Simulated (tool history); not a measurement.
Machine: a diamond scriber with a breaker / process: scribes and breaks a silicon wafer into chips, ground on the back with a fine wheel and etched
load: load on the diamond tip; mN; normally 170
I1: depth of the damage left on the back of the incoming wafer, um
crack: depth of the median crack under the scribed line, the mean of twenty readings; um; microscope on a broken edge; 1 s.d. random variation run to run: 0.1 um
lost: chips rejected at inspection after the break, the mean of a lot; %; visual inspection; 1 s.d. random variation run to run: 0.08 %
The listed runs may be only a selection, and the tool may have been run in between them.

{"run": 1, "day": 0.0, "load": 134, "I1": 0.52, "crack": 7.14, "lost": 4.52}
{"run": 2, "day": 0.308, "load": 206, "I1": 0.47, "crack": 10.26, "lost": 4.92}
{"run": 3, "day": 1.129, "load": 198, "I1": 0.44, "crack": 10.28, "lost": 3.49}
{"run": 4, "day": 1.746, "load": 139, "I1": 0.33, "crack": 7.42, "lost": 3.26}
{"run": 5, "day": 2.292, "load": 139, "I1": 0.31, "crack": 7.41, "lost": 3.27}
{"run": 6, "day": 4.171, "load": 139, "I1": 0.55, "crack": 7.38, "lost": 3.01}
{"run": 7, "day": 4.558, "load": 197, "I1": 0.32, "crack": 10.05, "lost": 4.23}
{"run": 8, "day": 5.125, "load": 157, "I1": 0.42, "crack": 8.39, "lost": 1.29}
{"day": 5.65, "done": "diamond tip replaced by a new one"}
{"run": 9, "day": 5.671, "load": 157, "I1": 0.67, "crack": 8.49, "lost": 1.37}
{"run": 10, "day": 6.379, "load": 170, "I1": 0.31, "crack": 8.87, "lost": 1.56}
{"run": 11, "day": 6.929, "load": 170, "I1": 0.6, "crack": 9.04, "lost": 1.25}
{"run": 12, "day": 7.204, "load": 170, "I1": 0.54, "crack": 9.11, "lost": 1.44}
{"run": 13, "day": 7.9, "load": 170, "I1": 0.37, "crack": 9.02, "lost": 1.62}
{"run": 14, "day": 8.217, "load": 170, "I1": 0.35, "crack": 9.16, "lost": 1.51}
{"run": 15, "day": 8.542, "load": 196, "I1": 0.33, "crack": 10.37, "lost": 4.65}
{"run": 16, "day": 9.267, "load": 196, "I1": 0.73, "crack": 10.1, "lost": 4.2}
{"run": 17, "day": 9.988, "load": 170, "I1": 0.79, "crack": 9.23, "lost": 1.61}
{"run": 18, "day": 10.488, "load": 187, "I1": 0.33, "crack": 9.91, "lost": 3.43}
{"run": 19, "day": 10.842, "load": 170, "I1": 0.5, "crack": 9.02, "lost": 1.55}
{"run": 20, "day": 11.183, "load": 170, "I1": 0.41, "crack": 9.21, "lost": 1.6}
{"day": 11.296, "done": "load on the tip recalibrated"}
{"run": 21, "day": 11.471, "load": 170, "I1": 0.7, "crack": 8.64, "lost": 1.26}
{"run": 22, "day": 12.2, "load": 170, "I1": 0.5, "crack": 8.49, "lost": 1.23}
{"run": 23, "day": 12.917, "load": 170, "I1": 0.69, "crack": 8.5, "lost": 1.36}
{"run": 24, "day": 13.246, "load": 207, "I1": 0.34, "crack": 9.95, "lost": 3.67}
{"run": 25, "day": 13.742, "load": 192, "I1": 0.67, "crack": 9.72, "lost": 2.32}
{"run": 26, "day": 14.188, "load": 141, "I1": 0.41, "crack": 7.25, "lost": 3.5}
{"run": 27, "day": 14.488, "load": 210, "I1": 0.74, "crack": 10.08, "lost": 4.75}
{"run": 28, "day": 14.762, "load": 218, "I1": 0.77, "crack": 10.68, "lost": 5.32}
{"run": 29, "day": 15.454, "load": 131, "I1": 0.34, "crack": 6.96, "lost": 6.02}
{"run": 30, "day": 15.925, "load": 170, "I1": 0.48, "crack": 8.65, "lost": 1.12}
{"run": 31, "day": 16.25, "load": 214, "I1": 0.4, "crack": 10.35, "lost": 4.73}
{"run": 32, "day": 16.767, "load": 195, "I1": 0.35, "crack": 9.73, "lost": 2.62}
{"run": 33, "day": 17.4, "load": 203, "I1": 0.4, "crack": 10.06, "lost": 4.07}
{"run": 34, "day": 17.696, "load": 170, "I1": 0.38, "crack": 8.76, "lost": 1.24}
{"run": 35, "day": 18.3, "load": 136, "I1": 0.72, "crack": 6.93, "lost": 4.85}
{"run": 36, "day": 18.938, "load": 183, "I1": 0.59, "crack": 9.25, "lost": 1.68}
{"run": 37, "day": 19.312, "load": 211, "I1": 0.46, "crack": 10.39, "lost": 4.19}
{"run": 38, "day": 19.646, "load": 217, "I1": 0.31, "crack": 10.56, "lost": 5.68}
{"run": 39, "day": 20.333, "load": 170, "I1": 0.5, "crack": 8.89, "lost": 1.28}
{"run": 40, "day": 20.725, "load": 170, "I1": 0.55, "crack": 8.55, "lost": 1.2}
{"run": 41, "day": 21.371, "load": 213, "I1": 0.4, "crack": 10.67, "lost": 5.33}

Had the tool no unlogged condition, and each run kept its random variation, what would the results have been?
Hidden state present: share of the diamond tip's cutting effectiveness lost through wear, %; deviation of the load on the tip from its setpoint, %.
run=1 crack=6.95 lost=5.51
run=2 crack=9.98 lost=3.95
run=3 crack=9.97 lost=2.7
run=4 crack=7.18 lost=4.24
run=5 crack=7.15 lost=4.33
run=6 crack=7.08 lost=4.21
run=7 crack=9.62 lost=2.95
run=8 crack=8.02 lost=1.69
run=9 crack=8.09 lost=1.8
run=10 crack=8.44 lost=1.31
run=11 crack=8.58 lost=1.04
run=12 crack=8.64 lost=1.19
run=13 crack=8.52 lost=1.3
run=14 crack=8.65 lost=1.21
run=15 crack=9.78 lost=2.85
run=16 crack=9.49 lost=2.52
run=17 crack=8.64 lost=1.23
run=18 crack=9.26 lost=1.92
run=19 crack=8.41 lost=1.14
run=20 crack=8.58 lost=1.16
run=21 crack=8.61 lost=1.26
run=22 crack=8.46 lost=1.23
run=23 crack=8.47 lost=1.36
run=24 crack=9.91 lost=3.55
run=25 crack=9.68 lost=2.24
run=26 crack=7.22 lost=3.63
run=27 crack=10.04 lost=4.59
run=28 crack=10.63 lost=5.15
run=29 crack=6.93 lost=6.22
run=30 crack=8.61 lost=1.12
run=31 crack=10.29 lost=4.53
run=32 crack=9.67 lost=2.48
run=33 crack=10 lost=3.85
run=34 crack=8.7 lost=1.23
run=35 crack=6.88 lost=5.13
run=36 crack=9.17 lost=1.58
run=37 crack=10.3 lost=3.92
run=38 crack=10.46 lost=5.32
run=39 crack=8.8 lost=1.27
run=40 crack=8.46 lost=1.19
run=41 crack=10.54 lost=4.87
